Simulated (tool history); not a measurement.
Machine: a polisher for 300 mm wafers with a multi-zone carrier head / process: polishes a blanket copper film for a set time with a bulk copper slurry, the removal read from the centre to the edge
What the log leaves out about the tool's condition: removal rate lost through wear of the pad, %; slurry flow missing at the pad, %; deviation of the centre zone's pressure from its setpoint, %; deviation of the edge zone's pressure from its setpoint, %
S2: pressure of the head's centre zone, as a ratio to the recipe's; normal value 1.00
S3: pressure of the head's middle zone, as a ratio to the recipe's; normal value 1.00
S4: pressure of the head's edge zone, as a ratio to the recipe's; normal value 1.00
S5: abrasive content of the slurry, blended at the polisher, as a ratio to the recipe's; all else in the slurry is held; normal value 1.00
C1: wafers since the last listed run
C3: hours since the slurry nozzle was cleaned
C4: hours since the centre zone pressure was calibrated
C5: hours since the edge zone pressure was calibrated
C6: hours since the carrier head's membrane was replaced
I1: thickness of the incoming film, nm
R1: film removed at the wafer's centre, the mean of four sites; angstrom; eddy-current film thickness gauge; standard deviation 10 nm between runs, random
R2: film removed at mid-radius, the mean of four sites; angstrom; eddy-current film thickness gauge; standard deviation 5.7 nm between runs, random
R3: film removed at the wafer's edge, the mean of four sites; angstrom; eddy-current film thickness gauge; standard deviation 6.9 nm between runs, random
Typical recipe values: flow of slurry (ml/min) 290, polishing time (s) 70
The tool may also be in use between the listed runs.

run 1 hour=0.0 | flow_of_slurry_(ml/min)=290 S2=1.00 S3=1.00 S4=1.00 S5=1.00 polishing_time_(s)=70 | C1=0 wafers_polished_on_this_pad=2135 C3=568.5 C4=909.3 C5=435.0 C6=842.5 | I1=3659.3 | R1=7497 R2=7293 R3=7390
-- hour=31.0 centre zone pressure recalibrated
run 2 hour=85.7 | flow_of_slurry_(ml/min)=290 S2=1.00 S3=1.00 S4=1.00 S5=1.00 polishing_time_(s)=70 | C1=769 wafers_polished_on_this_pad=2905 C3=654.2 C4=54.7 C5=520.7 C6=928.2 | I1=3637.8 | R1=7228 R2=7240 R3=7278
-- hour=95.5 worn pad replaced by a new one
run 3 hour=163.5 | flow_of_slurry_(ml/min)=290 S2=0.91 S3=1.00 S4=1.00 S5=1.00 polishing_time_(s)=70 | C1=678 wafers_polished_on_this_pad=625 C3=732.0 C4=132.5 C5=598.5 C6=1006.0 | I1=3665.1 | R1=6495 R2=7086 R3=7220
-- hour=201.3 edge zone pressure recalibrated
-- hour=249.8 carrier head's membrane replaced by a new one
run 4 hour=261.3 | flow_of_slurry_(ml/min)=290 S2=0.91 S3=1.00 S4=1.00 S5=1.00 polishing_time_(s)=70 | C1=834 wafers_polished_on_this_pad=1460 C3=829.8 C4=230.3 C5=60.0 C6=11.5 | I1=3739.4 | R1=6407 R2=6916 R3=7095
run 5 hour=339.2 | flow_of_slurry_(ml/min)=290 S2=1.00 S3=1.00 S4=1.00 S5=1.00 polishing_time_(s)=70 | C1=716 wafers_polished_on_this_pad=2176 C3=907.7 C4=308.2 C5=137.9 C6=89.4 | I1=3632.5 | R1=6796 R2=6798 R3=6990
-- hour=389.0 slurry nozzle cleaned
run 6 hour=431.8 | flow_of_slurry_(ml/min)=290 S2=1.00 S3=1.00 S4=1.00 S5=1.00 polishing_time_(s)=70 | C1=842 wafers_polished_on_this_pad=3018 C3=42.8 C4=400.8 C5=230.5 C6=182.0 | I1=3647.2 | R1=7721 R2=7331 R3=7464
-- hour=456.3 worn pad replaced by a new one
run 7 hour=529.0 | flow_of_slurry_(ml/min)=290 S2=1.00 S3=1.00 S4=1.00 S5=1.00 polishing_time_(s)=70 | C1=856 wafers_polished_on_this_pad=668 C3=140.0 C4=498.0 C5=327.7 C6=279.2 | I1=3730.9 | R1=7523 R2=7446 R3=7477
run 8 hour=605.1 | flow_of_slurry_(ml/min)=385 S2=0.91 S3=1.00 S4=1.00 S5=1.00 polishing_time_(s)=70 | C1=699 wafers_polished_on_this_pad=1367 C3=216.1 C4=574.1 C5=403.8 C6=355.3 | I1=3699.5 | R1=7069 R2=7650 R3=7551
run 9 hour=685.2 | flow_of_slurry_(ml/min)=290 S2=1.00 S3=1.06 S4=1.00 S5=1.00 polishing_time_(s)=70 | C1=736 wafers_polished_on_this_pad=2104 C3=296.2 C4=654.2 C5=483.9 C6=435.4 | I1=3666.7 | R1=7417 R2=7704 R3=7466
-- hour=737.4 worn pad replaced by a new one
run 10 hour=762.9 | flow_of_slurry_(ml/min)=290 S2=1.00 S3=0.94 S4=1.00 S5=1.00 polishing_time_(s)=70 | C1=677 wafers_polished_on_this_pad=234 C3=373.9 C4=731.9 C5=561.6 C6=513.1 | I1=3685.3 | R1=7543 R2=6946 R3=7505
-- hour=817.6 centre zone pressure recalibrated
run 11 hour=833.7 | flow_of_slurry_(ml/min)=290 S2=1.00 S3=1.00 S4=1.00 S5=1.00 polishing_time_(s)=70 | C1=632 wafers_polished_on_this_pad=867 C3=444.7 C4=16.1 C5=632.4 C6=583.9 | I1=3655.2 | R1=7506 R2=7314 R3=7299
run 12 hour=902.9 | flow_of_slurry_(ml/min)=290 S2=1.00 S3=1.00 S4=1.00 S5=1.00 polishing_time_(s)=70 | C1=636 wafers_polished_on_this_pad=1503 C3=513.9 C4=85.3 C5=701.6 C6=653.1 | I1=3606.9 | R1=7389 R2=7261 R3=7451
-- hour=911.1 edge zone pressure recalibrated
run 13 hour=955.4 | flow_of_slurry_(ml/min)=290 S2=1.00 S3=1.00 S4=1.00 S5=1.00 polishing_time_(s)=70 | C1=464 wafers_polished_on_this_pad=1968 C3=566.4 C4=137.8 C5=44.3 C6=705.6 | I1=3667.6 | R1=7234 R2=7292 R3=7392
run 14 hour=1028.7 | flow_of_slurry_(ml/min)=290 S2=1.00 S3=0.90 S4=1.00 S5=0.80 polishing_time_(s)=70 | C1=673 wafers_polished_on_this_pad=2642 C3=639.7 C4=211.1 C5=117.6 C6=778.9 | I1=3655.4 | R1=6906 R2=6206 R3=7021
-- hour=1083.4 worn pad replaced by a new one
run 15 hour=1120.8 | flow_of_slurry_(ml/min)=290 S2=1.00 S3=0.89 S4=0.89 S5=1.00 polishing_time_(s)=70 | C1=810 wafers_polished_on_this_pad=343 C3=731.8 C4=303.2 C5=209.7 C6=871.0 | I1=3715.1 | R1=7088 R2=6359 R3=6868
-- hour=1175.5 slurry nozzle cleaned
run 16 hour=1182.3 | flow_of_slurry_(ml/min)=365 S2=1.06 S3=1.00 S4=0.94 S5=1.15 polishing_time_(s)=70 | C1=556 wafers_polished_on_this_pad=900 C3=6.8 C4=364.7 C5=271.2 C6=932.5 | I1=3607.0 | R1=8514 R2=7717 R3=7499
-- hour=1205.8 carrier head's membrane replaced by a new one
run 17 hour=1235.7 | flow_of_slurry_(ml/min)=290 S2=1.00 S3=1.09 S4=1.00 S5=1.00 polishing_time_(s)=70 | C1=445 wafers_polished_on_this_pad=1345 C3=60.2 C4=418.1 C5=324.6 C6=29.9 | I1=3636.6 | R1=7711 R2=7951 R3=7542
run 18 hour=1274.7 | flow_of_slurry_(ml/min)=290 S2=0.94 S3=1.00 S4=1.00 S5=0.80 polishing_time_(s)=64 | C1=358 wafers_polished_on_this_pad=1703 C3=99.2 C4=457.1 C5=363.6 C6=68.9 | I1=3627.0 | R1=6170 R2=6392 R3=6471
run 19 hour=1313.6 | flow_of_slurry_(ml/min)=290 S2=1.00 S3=1.00 S4=1.00 S5=1.10 polishing_time_(s)=70 | C1=357 wafers_polished_on_this_pad=2061 C3=138.1 C4=496.0 C5=402.5 C6=107.8 | I1=3639.9 | R1=7775 R2=7553 R3=7578
run 20 hour=1352.0 | flow_of_slurry_(ml/min)=290 S2=1.00 S3=0.90 S4=1.00 S5=0.80 polishing_time_(s)=70 | C1=353 wafers_polished_on_this_pad=2414 C3=176.5 C4=534.4 C5=440.9 C6=146.2 | I1=3640.2 | R1=7045 R2=6538 R3=7060

Each row is a separate what-if for the run after 20, all from the same tool condition, not one after another. Results?
run A hour=1352.5 | flow_of_slurry_(ml/min)=290 S2=1.00 S3=1.00 S4=1.07 S5=1.00 polishing_time_(s)=70 | C1=4 wafers_polished_on_this_pad=2419 C3=177.0 C4=534.9 C5=441.4 C6=146.7 | I1=3729.8 | R1=? R2=? R3=?
run B hour=1352.5 | flow_of_slurry_(ml/min)=250 S2=1.06 S3=0.89 S4=0.89 S5=1.00 polishing_time_(s)=70 | C1=4 wafers_polished_on_this_pad=2419 C3=177.0 C4=534.9 C5=441.4 C6=146.7 | I1=3729.8 | R1=? R2=? R3=?
run C hour=1352.5 | flow_of_slurry_(ml/min)=290 S2=1.00 S3=1.00 S4=1.00 S5=0.85 polishing_time_(s)=70 | C1=4 wafers_polished_on_this_pad=2419 C3=177.0 C4=534.9 C5=441.4 C6=146.7 | I1=3729.8 | R1=? R2=? R3=?
run D hour=1352.5 | flow_of_slurry_(ml/min)=235 S2=1.11 S3=1.00 S4=1.00 S5=0.90 polishing_time_(s)=70 | C1=4 wafers_polished_on_this_pad=2419 C3=177.0 C4=534.9 C5=441.4 C6=146.7 | I1=3729.8 | R1=? R2=? R3=?
run E hour=1352.5 | flow_of_slurry_(ml/min)=385 S2=0.94 S3=1.00 S4=0.91 S5=1.25 polishing_time_(s)=70 | C1=4 wafers_polished_on_this_pad=2419 C3=177.0 C4=534.9 C5=441.4 C6=146.7 | I1=3729.8 | R1=? R2=? R3=?

run=A R1=7540 R2=7256 R3=7736
run=B R1=7826 R2=6459 R3=7079
run=C R1=7277 R2=7003 R3=7254
run=D R1=7939 R2=6894 R3=7194
run=E R1=7680 R2=7847 R3=7767
Without the tool's hidden state the same runs would have given:
run=A R1=7602 R2=7310 R3=7780
run=B R1=7901 R2=6515 R3=7126
run=C R1=7337 R2=7056 R3=7296
run=D R1=8021 R2=6958 R3=7244
run=E R1=7727 R2=7891 R3=7801
